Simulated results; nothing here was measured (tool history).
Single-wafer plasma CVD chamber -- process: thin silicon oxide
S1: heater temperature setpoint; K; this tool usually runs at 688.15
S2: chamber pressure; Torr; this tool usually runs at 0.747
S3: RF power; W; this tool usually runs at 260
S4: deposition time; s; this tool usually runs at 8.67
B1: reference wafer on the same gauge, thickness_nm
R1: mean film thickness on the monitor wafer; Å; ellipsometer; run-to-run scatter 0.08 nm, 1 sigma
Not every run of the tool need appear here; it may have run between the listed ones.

run    hour      S1     S2   S3     S4      B1      R1
  1       0  681.15  0.747  260   8.67  12.074  132.83
  2    63.4  688.15  0.747  260   8.67   12.03  131.67
  3   117.9  688.15  0.747  260   8.67  12.034  131.59
  4   151.1  688.15  0.747  260   8.67  12.014  131.19
      176.4  -- thermocouple changed; heater temperature recalibrated
  5   212.9  688.15  0.747  260   8.67   12.03  130.49
  6   276.1  688.15  0.747  260   8.67  12.022  132.11
  7   327.2  700.15  0.747  260   8.67  11.999  129.07
      398.2  -- showerhead replaced
  8   427.2  700.15  0.747  260   8.67  11.978  130.24
  9   470.7  700.15  0.747  260   8.67  11.962  128.77
        505  -- RF generator calibrated
 10   509.2  688.15  0.747  260   9.67  11.978   144.9
      526.1  -- capacitance manometer re-zeroed and calibrated
 11   716.3  678.15  0.747  260   8.67  11.918  131.94
 12   761.5  688.15  0.747  260   8.67  11.889  131.43
 13   793.8  688.15  0.747  260   8.67  11.915  129.42
 14   849.2  684.15  0.638  275   7.98  11.906  104.32
 15   880.4  701.15  0.747  260      7   11.86   104.6
 16     942  688.15  0.747  260  10.32  11.834  155.13
      968.6  -- gauge calibrated
 17   990.6  688.15  0.747  260   8.67  12.189  133.55
     1047.5  -- thermocouple changed; heater temperature recalibrated
 18    1048  688.15  0.747  260   8.67  12.187  133.18
 19  1108.3  677.15  0.824  260   8.67  12.189  147.82
 20  1160.2  688.15  0.801  290   9.89  12.162  168.93
 21  1197.3  681.15  0.621  260   8.67  12.168  109.99
 22  1222.5  688.15  0.747  260   7.84  12.144  120.58
 23  1268.6  679.15  0.747  285   7.59  12.116  121.17
     1342.4  -- RF generator calibrated
 24  1413.3  679.15  0.747  240   7.52  12.127  111.04
 25  1459.6  688.15  0.747  260   8.67  12.105  131.87
 26  1509.2  688.15  0.747  310   7.11   12.06  117.62
 27  1567.1  680.15  0.747  260   8.67  12.049  133.55
 28  1622.3  688.15  0.801  290   9.89  12.059  167.36

What if the next run were any one of these 4? Each begins from the tool's condition after run 28:
  A  1622.7  675.15  0.747  260  8.67   ?   ?
  B  1622.7  688.15  0.747  260  9.57   ?   ?
  C  1622.7  682.15  0.747  290  8.67   ?   ?
  D  1622.7  694.15  0.747  295  7.97   ?   ?

run      B1      R1
  A  12.045  133.59
  B  12.045  146.33
  C  12.045  139.46
  D  12.045  128.27
Take away the tool's hidden state, keep each run's random variation, and the runs would have read:
run      R1
  A  136.32
  B  149.32
  C   142.3
  D  130.88
